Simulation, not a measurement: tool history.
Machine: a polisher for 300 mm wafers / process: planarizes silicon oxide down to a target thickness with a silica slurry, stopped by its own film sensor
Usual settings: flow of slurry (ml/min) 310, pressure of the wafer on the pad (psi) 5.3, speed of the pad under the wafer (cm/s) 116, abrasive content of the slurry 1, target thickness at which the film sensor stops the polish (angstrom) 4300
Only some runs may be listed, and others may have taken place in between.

| run | day | flow of slurry (ml/min) | pressure of the wafer on the pad (psi) | speed of the pad under the wafer (cm/s) | abrasive content of the slurry | target thickness at which the film sensor stops the polish (angstrom) | wafers since the last listed run | wafers polished on this pad | hours since the slurry nozzle was cleaned | hours since the head pressure was calibrated | hours since the slurry blender was calibrated | hours since the conditioning disc was replaced | incoming thickness of the incoming film, nm | time until the film sensor stopped the polish (s) |
|---|---|---|---|---|---|---|---|---|---|---|---|---|---|---|
| 1 | 0 | 310 | 6.5 | 116 | 1 | 4880 | 0 | 169 | 295.5 | 176.2 | 54.8 | 125.9 | 697.6 | 44.9 |
| 2 | 2.062 | 275 | 5.3 | 116 | 1 | 4300 | 344 | 514 | 345 | 225.7 | 104.3 | 175.4 | 699.2 | 71.2 |
| 3 | 4.329 | 275 | 5.3 | 116 | 1 | 4300 | 379 | 893 | 399.4 | 280.1 | 158.7 | 229.8 | 705.5 | 76 |
|  | 10.467 | slurry blender recalibrated |
| 4 | 11.417 | 275 | 5.3 | 116 | 1 | 4300 | 1171 | 2064 | 569.5 | 450.2 | 22.8 | 399.9 | 690 | 71 |
|  | 12.154 | conditioning disc replaced and pad reconditioned |
|  | 12.533 | worn pad replaced by a new one |
| 5 | 14.362 | 310 | 5.3 | 116 | 1 | 4300 | 450 | 305 | 640.2 | 520.9 | 93.5 | 53 | 709.9 | 76.3 |
| 6 | 15.954 | 310 | 5.3 | 116 | 1 | 4300 | 266 | 571 | 678.4 | 559.1 | 131.7 | 91.2 | 698.5 | 73.1 |
| 7 | 17.554 | 310 | 5.3 | 116 | 1 | 4300 | 267 | 839 | 716.8 | 597.5 | 170.1 | 129.6 | 699 | 75.2 |
| 8 | 18.617 | 310 | 5.3 | 116 | 1 | 4300 | 177 | 1017 | 742.3 | 623 | 195.6 | 155.1 | 701.3 | 75.7 |
| 9 | 20.25 | 310 | 5.3 | 116 | 1 | 4300 | 273 | 1290 | 781.5 | 662.2 | 234.8 | 194.3 | 707.2 | 79.3 |
| 10 | 21.662 | 310 | 5.3 | 116 | 1 | 4300 | 236 | 1526 | 815.4 | 696.1 | 268.7 | 228.2 | 697.6 | 80.3 |
|  | 22.146 | slurry nozzle cleaned |
| 11 | 23.892 | 310 | 6 | 116 | 1 | 4300 | 365 | 1892 | 41.9 | 749.6 | 322.2 | 281.7 | 704.9 | 77.4 |
|  | 24.817 | worn pad replaced by a new one |
|  | 25.583 | slurry blender recalibrated |
| 12 | 25.662 | 310 | 6 | 116 | 1 | 4300 | 254 | 127 | 84.4 | 792.1 | 1.9 | 324.2 | 703.6 | 64.9 |
| 13 | 28.283 | 345 | 5.3 | 116 | 1 | 4300 | 438 | 566 | 147.3 | 855 | 64.8 | 387.1 | 692.6 | 71.2 |
|  | 29.542 | conditioning disc replaced and pad reconditioned |
| 14 | 30.408 | 215 | 5.3 | 116 | 0.85 | 4300 | 341 | 907 | 198.3 | 906 | 115.8 | 20.8 | 698 | 86.5 |
|  | 35.108 | head pressure recalibrated |
| 15 | 35.45 | 380 | 5.3 | 116 | 0.8 | 4300 | 829 | 1736 | 319.3 | 8.2 | 236.8 | 141.8 | 703.7 | 89.7 |
|  | 36.325 | worn pad replaced by a new one |
| 16 | 37.208 | 310 | 5.3 | 116 | 1 | 4300 | 266 | 147 | 361.5 | 50.4 | 279 | 184 | 692 | 79.1 |
| 17 | 39.771 | 310 | 5.3 | 116 | 1 | 4300 | 428 | 576 | 423 | 111.9 | 340.5 | 245.5 | 692.4 | 82.8 |
|  | 41.542 | slurry blender recalibrated |
| 18 | 41.746 | 310 | 5.3 | 116 | 1 | 4300 | 316 | 892 | 470.4 | 159.3 | 4.9 | 292.9 | 694 | 69.9 |
|  | 46.371 | conditioning disc replaced and pad reconditioned |
| 19 | 48.888 | 220 | 5.3 | 116 | 1.1 | 4300 | 1180 | 2073 | 641.8 | 330.7 | 176.3 | 60.4 | 703.5 | 74.3 |
|  | 50.571 | worn pad replaced by a new one |
| 20 | 51.512 | 225 | 5.3 | 104 | 1 | 3680 | 411 | 157 | 704.8 | 393.7 | 239.3 | 123.4 | 701.7 | 103.4 |
| 21 | 53.388 | 310 | 6.9 | 116 | 1 | 4300 | 313 | 471 | 749.8 | 438.7 | 284.3 | 168.4 | 701 | 62.4 |
| 22 | 55.696 | 310 | 5.3 | 116 | 1 | 4300 | 386 | 857 | 805.2 | 494.1 | 339.7 | 223.8 | 705.7 | 87.1 |
|  | 55.75 | slurry nozzle cleaned |
| 23 | 57.046 | 310 | 4.6 | 96 | 0.8 | 5150 | 218 | 1076 | 31.1 | 526.5 | 372.1 | 256.2 | 708 | 100.4 |
|  | 58.046 | slurry blender recalibrated |
| 24 | 59.775 | 400 | 4.3 | 116 | 1 | 3490 | 442 | 1518 | 96.6 | 592 | 41.5 | 321.7 | 690.5 | 112.8 |
|  | 61.767 | worn pad replaced by a new one |
| 25 | 62.196 | 310 | 5.3 | 116 | 1 | 4300 | 376 | 71 | 154.7 | 650.1 | 99.6 | 379.8 | 694.6 | 74.9 |

3 ways to go on from here, each from the tool as it stands after run 25. What would each give?
| A | 62.212 | 395 | 5.3 | 116 | 1 | 4300 | 2 | 74 | 155.1 | 650.5 | 100 | 380.2 | 708 | ? |
| B | 62.212 | 310 | 5.3 | 142 | 1 | 4870 | 2 | 74 | 155.1 | 650.5 | 100 | 380.2 | 708 | ? |
| C | 62.212 | 245 | 4.1 | 100 | 1.1 | 4300 | 2 | 74 | 155.1 | 650.5 | 100 | 380.2 | 708 | ? |

| run | time until the film sensor stopped the polish (s) |
|---|---|
| A | 77.8 |
| B | 54.7 |
| C | 108.7 |
Stripped of hidden state, with their random variation kept, the same runs would have yielded:
| run | time until the film sensor stopped the polish (s) |
|---|---|
| A | 72.4 |
| B | 50.8 |
| C | 101.2 |

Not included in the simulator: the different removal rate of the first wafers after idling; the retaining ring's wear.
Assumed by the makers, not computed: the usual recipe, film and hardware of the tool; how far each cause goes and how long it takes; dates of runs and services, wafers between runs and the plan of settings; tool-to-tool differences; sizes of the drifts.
